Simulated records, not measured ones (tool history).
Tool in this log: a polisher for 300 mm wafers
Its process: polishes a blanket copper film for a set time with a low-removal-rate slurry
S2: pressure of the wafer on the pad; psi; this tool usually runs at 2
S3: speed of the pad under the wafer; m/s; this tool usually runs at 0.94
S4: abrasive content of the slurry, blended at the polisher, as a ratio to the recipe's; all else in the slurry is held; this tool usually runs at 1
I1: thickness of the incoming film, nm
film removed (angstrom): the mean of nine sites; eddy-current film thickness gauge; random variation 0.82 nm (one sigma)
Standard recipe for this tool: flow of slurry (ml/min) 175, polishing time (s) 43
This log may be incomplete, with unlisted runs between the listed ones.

Run 1, hour 0: usual settings but S3 0.78 m/s, polishing time (s) 38; I1 1394.3. Result: film removed (angstrom) 569.
Run 2, hour 27.4: usual settings; I1 1395.1. Result: film removed (angstrom) 751.
Run 3, hour 61.4: usual settings; I1 1384.6. Result: film removed (angstrom) 730.
At hour 84.3: worn pad replaced by a new one.
Run 4, hour 90.6: usual settings; I1 1382.9. Result: film removed (angstrom) 785.
Run 5, hour 107.3: usual settings but flow of slurry (ml/min) 200, S3 1.18 m/s, polishing time (s) 53; I1 1393.7. Result: film removed (angstrom) 1215.
At hour 120: head pressure recalibrated.
At hour 132.7: slurry blender recalibrated.
Run 6, hour 133.2: usual settings but S3 0.84 m/s, polishing time (s) 49; I1 1356. Result: film removed (angstrom) 802.
At hour 151.9: slurry nozzle cleaned.
Run 7, hour 166.1: usual settings but S2 1.3 psi; I1 1366.4. Result: film removed (angstrom) 592.
Run 8, hour 195.5: usual settings but S2 1.5 psi, S4 1.1; I1 1390.9. Result: film removed (angstrom) 649.
Run 9, hour 207.5: usual settings but flow of slurry (ml/min) 150, S2 2.6 psi, S4 1.15; I1 1384.4. Result: film removed (angstrom) 948.
Run 10, hour 219.7: usual settings; I1 1366. Result: film removed (angstrom) 760.
Run 11, hour 305.5: usual settings but polishing time (s) 36; I1 1393.8. Result: film removed (angstrom) 628.
At hour 311.9: worn pad replaced by a new one, of another model than before.
Run 12, hour 325.4: usual settings but S2 1.7 psi, S3 1.1 m/s, S4 0.9, polishing time (s) 49; I1 1380.7. Result: film removed (angstrom) 824.
Run 13, hour 348.9: usual settings but flow of slurry (ml/min) 120, S2 1.6 psi, polishing time (s) 33; I1 1355.4. Result: film removed (angstrom) 467.
At hour 352.8: slurry blender recalibrated.
Run 14, hour 365.9: usual settings but flow of slurry (ml/min) 155, S2 1.8 psi, S3 0.74 m/s; I1 1379.3. Result: film removed (angstrom) 618.
Run 15, hour 383.6: usual settings; I1 1395.4. Result: film removed (angstrom) 779.
Run 16, hour 401.6: usual settings but S3 0.72 m/s, S4 1.1; I1 1382.2. Result: film removed (angstrom) 706.
At hour 413.5: slurry nozzle cleaned.
Run 17, hour 426.6: usual settings but S4 1.25; I1 1383.6. Result: film removed (angstrom) 815.
Run 18, hour 447.2: usual settings; I1 1358. Result: film removed (angstrom) 764.
Run 19, hour 459.8: usual settings but flow of slurry (ml/min) 160, S2 2.2 psi, S4 0.9, polishing time (s) 33; I1 1403. Result: film removed (angstrom) 627.
Run 20, hour 472.6: usual settings; I1 1372.9. Result: film removed (angstrom) 753.
Run 21, hour 486.7: usual settings; I1 1357.8. Result: film removed (angstrom) 776.
Run 22, hour 522.7: usual settings but S2 2.6 psi, S4 1.15; I1 1389.7. Result: film removed (angstrom) 1030.
Run 23, hour 540.1: usual settings but S2 2.5 psi; I1 1380.1. Result: film removed (angstrom) 942.
At hour 552.1: worn pad replaced by a new one.
Run 24, hour 565.5: usual settings but S2 1.8 psi; I1 1387.7. Result: film removed (angstrom) 710.
At hour 574.1: slurry blender recalibrated.
Run 25, hour 580.3: usual settings but polishing time (s) 50; I1 1371.2. Result: film removed (angstrom) 933.
Run 26, hour 612.6: usual settings but flow of slurry (ml/min) 220, S2 1.8 psi, polishing time (s) 37; I1 1404.9. Result: film removed (angstrom) 628.
Run 27, hour 640.1: usual settings but S2 1.4 psi, polishing time (s) 52; I1 1371.9. Result: film removed (angstrom) 651.
Run 28, hour 653.6: usual settings but flow of slurry (ml/min) 220, S3 1.1 m/s, S4 1.1; I1 1390.9. Result: film removed (angstrom) 866.
Run 29, hour 683.1: usual settings; I1 1376. Result: film removed (angstrom) 778.

Branching from run 29: 5 alternative next runs. What would each branch give?
Run A, hour 683.5: usual settings; I1 1360.3. Result: film removed (angstrom) ?.
Run B, hour 683.5: usual settings but S3 0.66 m/s, S4 0.85; I1 1360.3. Result: film removed (angstrom) ?.
Run C, hour 683.5: usual settings but S2 2.7 psi; I1 1360.3. Result: film removed (angstrom) ?.
Run D, hour 683.5: usual settings but flow of slurry (ml/min) 135, S2 2.2 psi, S3 1.14 m/s, polishing time (s) 31; I1 1360.3. Result: film removed (angstrom) ?.
Run E, hour 683.5: usual settings but polishing time (s) 51; I1 1360.3. Result: film removed (angstrom) ?.

run  film removed (angstrom)
  A                      765
  B                      613
  C                     1033
  D                      660
  E                      907
The same runs, with their run-to-run variation unchanged, on a tool lacking any hidden condition would have given:
run  film removed (angstrom)
  A                      799
  B                      641
  C                     1079
  D                      690
  E                      948
